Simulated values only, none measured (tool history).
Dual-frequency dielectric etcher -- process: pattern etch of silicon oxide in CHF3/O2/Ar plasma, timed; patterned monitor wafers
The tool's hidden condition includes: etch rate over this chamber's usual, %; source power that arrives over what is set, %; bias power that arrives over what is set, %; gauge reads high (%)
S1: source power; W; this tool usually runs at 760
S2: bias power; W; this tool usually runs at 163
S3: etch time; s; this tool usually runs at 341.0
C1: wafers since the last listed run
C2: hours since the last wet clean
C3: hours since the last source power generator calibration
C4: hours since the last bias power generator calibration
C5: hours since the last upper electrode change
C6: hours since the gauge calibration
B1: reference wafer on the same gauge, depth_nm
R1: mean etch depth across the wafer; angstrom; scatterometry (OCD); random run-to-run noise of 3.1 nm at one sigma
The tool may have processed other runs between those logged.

run 1 hour=0.0 | S1=760 S2=163 S3=341.0 | C1=0 C2=372.8 C3=4448.2 C4=1426.6 C5=3106.4 C6=339.4 | B1=747.9 | R1=6702
-- hour=112.8 wet clean of the chamber
run 2 hour=113.3 | S1=760 S2=163 S3=369.0 | C1=455 C2=0.5 C3=4561.5 C4=1539.9 C5=3219.7 C6=452.7 | B1=748.2 | R1=7576
run 3 hour=195.6 | S1=760 S2=163 S3=369.0 | C1=419 C2=82.8 C3=4643.8 C4=1622.2 C5=3302.0 C6=535.0 | B1=749.7 | R1=7431
run 4 hour=272.6 | S1=760 S2=163 S3=369.0 | C1=392 C2=159.8 C3=4720.8 C4=1699.2 C5=3379.0 C6=612.0 | B1=746.9 | R1=7374
run 5 hour=350.9 | S1=760 S2=184 S3=341.0 | C1=398 C2=238.1 C3=4799.1 C4=1777.5 C5=3457.3 C6=690.3 | B1=749.6 | R1=6964
run 6 hour=410.9 | S1=760 S2=184 S3=341.0 | C1=305 C2=298.1 C3=4859.1 C4=1837.5 C5=3517.3 C6=750.3 | B1=748.0 | R1=6924
run 7 hour=468.9 | S1=760 S2=163 S3=341.0 | C1=295 C2=356.1 C3=4917.1 C4=1895.5 C5=3575.3 C6=808.3 | B1=749.4 | R1=6737
-- hour=576.5 wet clean of the chamber
-- hour=675.3 gauge calibrated
run 8 hour=678.5 | S1=760 S2=163 S3=341.0 | C1=945 C2=102.0 C3=5126.7 C4=2105.1 C5=3784.9 C6=3.2 | B1=748.8 | R1=7250
-- hour=687.0 source power generator calibrated
-- hour=711.8 upper electrode replaced
run 9 hour=720.8 | S1=900 S2=195 S3=341.0 | C1=72 C2=144.3 C3=33.8 C4=2147.4 C5=9.0 C6=45.5 | B1=750.8 | R1=8058
run 10 hour=802.3 | S1=760 S2=163 S3=341.0 | C1=415 C2=225.8 C3=115.3 C4=2228.9 C5=90.5 C6=127.0 | B1=748.5 | R1=7231
run 11 hour=864.1 | S1=760 S2=163 S3=378.5 | C1=314 C2=287.6 C3=177.1 C4=2290.7 C5=152.3 C6=188.8 | B1=749.1 | R1=7960
-- hour=925.9 wet clean of the chamber, repeated, since the last time left the tool worse
run 12 hour=937.8 | S1=760 S2=163 S3=378.5 | C1=253 C2=11.9 C3=250.8 C4=2364.4 C5=226.0 C6=262.5 | B1=748.8 | R1=7661
run 13 hour=983.5 | S1=760 S2=163 S3=378.5 | C1=232 C2=57.6 C3=296.5 C4=2410.1 C5=271.7 C6=308.2 | B1=748.0 | R1=7586
run 14 hour=1047.2 | S1=760 S2=163 S3=341.0 | C1=324 C2=121.3 C3=360.2 C4=2473.8 C5=335.4 C6=371.9 | B1=748.5 | R1=6841
run 15 hour=1100.0 | S1=760 S2=163 S3=367.0 | C1=269 C2=174.1 C3=413.0 C4=2526.6 C5=388.2 C6=424.7 | B1=750.2 | R1=7336
run 16 hour=1138.6 | S1=950 S2=134 S3=382.5 | C1=196 C2=212.7 C3=451.6 C4=2565.2 C5=426.8 C6=463.3 | B1=748.4 | R1=7835
run 17 hour=1175.8 | S1=580 S2=163 S3=279.0 | C1=189 C2=249.9 C3=488.8 C4=2602.4 C5=464.0 C6=500.5 | B1=747.7 | R1=5059
run 18 hour=1226.2 | S1=820 S2=187 S3=428.5 | C1=256 C2=300.3 C3=539.2 C4=2652.8 C5=514.4 C6=550.9 | B1=750.2 | R1=8998
run 19 hour=1295.2 | S1=660 S2=203 S3=309.5 | C1=351 C2=369.3 C3=608.2 C4=2721.8 C5=583.4 C6=619.9 | B1=750.8 | R1=6118
-- hour=1333.6 bias power generator calibrated
-- hour=1344.8 wet clean of the chamber
run 20 hour=1345.3 | S1=870 S2=199 S3=341.0 | C1=178 C2=0.5 C3=658.3 C4=11.7 C5=633.5 C6=670.0 | B1=749.1 | R1=7538
run 21 hour=1385.6 | S1=760 S2=163 S3=341.0 | C1=205 C2=40.8 C3=698.6 C4=52.0 C5=673.8 C6=710.3 | B1=748.5 | R1=6952
run 22 hour=1487.3 | S1=760 S2=163 S3=341.0 | C1=518 C2=142.5 C3=800.3 C4=153.7 C5=775.5 C6=812.0 | B1=749.8 | R1=6888
run 23 hour=1576.4 | S1=910 S2=163 S3=341.0 | C1=453 C2=231.6 C3=889.4 C4=242.8 C5=864.6 C6=901.1 | B1=748.7 | R1=7190
run 24 hour=1666.2 | S1=820 S2=134 S3=397.0 | C1=457 C2=321.4 C3=979.2 C4=332.6 C5=954.4 C6=990.9 | B1=749.6 | R1=7655
-- hour=1694.3 gauge calibrated
run 25 hour=1732.3 | S1=760 S2=163 S3=341.0 | C1=336 C2=387.5 C3=1045.3 C4=398.7 C5=1020.5 C6=38.0 | B1=748.9 | R1=6630
-- hour=1757.3 wet clean of the chamber
run 26 hour=1836.6 | S1=760 S2=124 S3=374.0 | C1=409 C2=79.3 C3=1149.6 C4=503.0 C5=1124.8 C6=142.3 | B1=747.9 | R1=7011

Below, some changes in R1 between adjacent runs. For each, the amount present without the hidden state too (settings, incoming material, random variation) and the amount remaining for the hidden state with gauge scatter not shared by both compared results:
Run 7 -> 8: wet clean of the chamber, gauge calibrated. R1 +513 angstrom: hidden state +578, all else -65.
Run 11 -> 12: wet clean of the chamber, repeated, since the last time left the tool worse. R1 -299 angstrom: hidden state -308, all else +9.
Run 17 -> 18: S1 580 -> 820, S2 163 -> 187, S3 279.0 -> 428.5. R1 +3939 angstrom: hidden state -114, all else +4053.
Run 18 -> 19: S1 820 -> 660, S2 187 -> 203, S3 428.5 -> 309.5. R1 -2880 angstrom: hidden state +27, all else -2907.
